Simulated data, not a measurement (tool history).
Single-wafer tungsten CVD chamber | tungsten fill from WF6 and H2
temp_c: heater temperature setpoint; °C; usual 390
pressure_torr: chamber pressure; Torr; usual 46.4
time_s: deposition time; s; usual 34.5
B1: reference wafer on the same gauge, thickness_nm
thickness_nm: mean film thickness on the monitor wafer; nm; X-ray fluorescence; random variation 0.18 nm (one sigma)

run 1 hour=0 | temp_c=390 pressure_torr=46.4 time_s=34.5 | B1=100.968 | thickness_nm=111.641
run 2 hour=10.6 | temp_c=390 pressure_torr=46.4 time_s=34.5 | B1=101.026 | thickness_nm=111.419
run 3 hour=23.3 | temp_c=390 pressure_torr=46.4 time_s=34.5 | B1=101.014 | thickness_nm=111.571
run 4 hour=34.3 | temp_c=390 pressure_torr=39 time_s=34.5 | B1=101.03 | thickness_nm=96.664
run 5 hour=46.2 | temp_c=390 pressure_torr=39 time_s=34.5 | B1=100.956 | thickness_nm=96.593
run 6 hour=54.2 | temp_c=390 pressure_torr=39 time_s=34.5 | B1=101.015 | thickness_nm=96.849
run 7 hour=71.4 | temp_c=390 pressure_torr=46.4 time_s=34.5 | B1=101.049 | thickness_nm=111.75
-- hour=79.7 thermocouple changed; heater temperature recalibrated
-- hour=84 capacitance manometer re-zeroed and calibrated
-- hour=88.2 gauge calibrated
-- hour=108 showerhead replaced
-- hour=112.9 thermocouple changed; heater temperature recalibrated, repeated, since the last time left the tool worse
run 8 hour=113.4 | temp_c=390 pressure_torr=46.4 time_s=34.5 | B1=100.96 | thickness_nm=101.174
run 9 hour=121.6 | temp_c=390 pressure_torr=41.1 time_s=34.5 | B1=101.011 | thickness_nm=91.715
run 10 hour=137.6 | temp_c=390 pressure_torr=46.4 time_s=34.5 | B1=100.937 | thickness_nm=101.339
run 11 hour=150.2 | temp_c=390 pressure_torr=46.4 time_s=34.5 | B1=100.994 | thickness_nm=101.166
run 12 hour=164.8 | temp_c=384 pressure_torr=35.4 time_s=30.4 | B1=100.937 | thickness_nm=62.247
run 13 hour=173.9 | temp_c=390 pressure_torr=38.9 time_s=29.2 | B1=100.99 | thickness_nm=73.785
run 14 hour=183.4 | temp_c=403 pressure_torr=46.4 time_s=34.5 | B1=100.992 | thickness_nm=129.219
run 15 hour=199.6 | temp_c=390 pressure_torr=46.4 time_s=30.8 | B1=101.012 | thickness_nm=90.234
run 16 hour=206.8 | temp_c=390 pressure_torr=46.4 time_s=34.5 | B1=101.023 | thickness_nm=101.003
run 17 hour=220 | temp_c=375 pressure_torr=50.4 time_s=40.4 | B1=101.02 | thickness_nm=93.279

4 ways to go on from here, each from the tool as it stands after run 17. What would each give?
run A hour=220.4 | temp_c=390 pressure_torr=46.4 time_s=38.1 | B1=? | thickness_nm=?
run B hour=220.4 | temp_c=380 pressure_torr=35.1 time_s=28.4 | B1=? | thickness_nm=?
run C hour=220.4 | temp_c=390 pressure_torr=46.4 time_s=38.7 | B1=? | thickness_nm=?
run D hour=220.4 | temp_c=390 pressure_torr=51.7 time_s=28 | B1=? | thickness_nm=?

run=A B1=100.922 thickness_nm=111.668
run=B B1=100.922 thickness_nm=52.973
run=C B1=100.922 thickness_nm=113.432
run=D B1=100.922 thickness_nm=88.804
Without the tool's hidden state the same runs would have given:
run=A thickness_nm=112.432
run=B thickness_nm=53.352
run=C thickness_nm=114.209
run=D thickness_nm=89.412
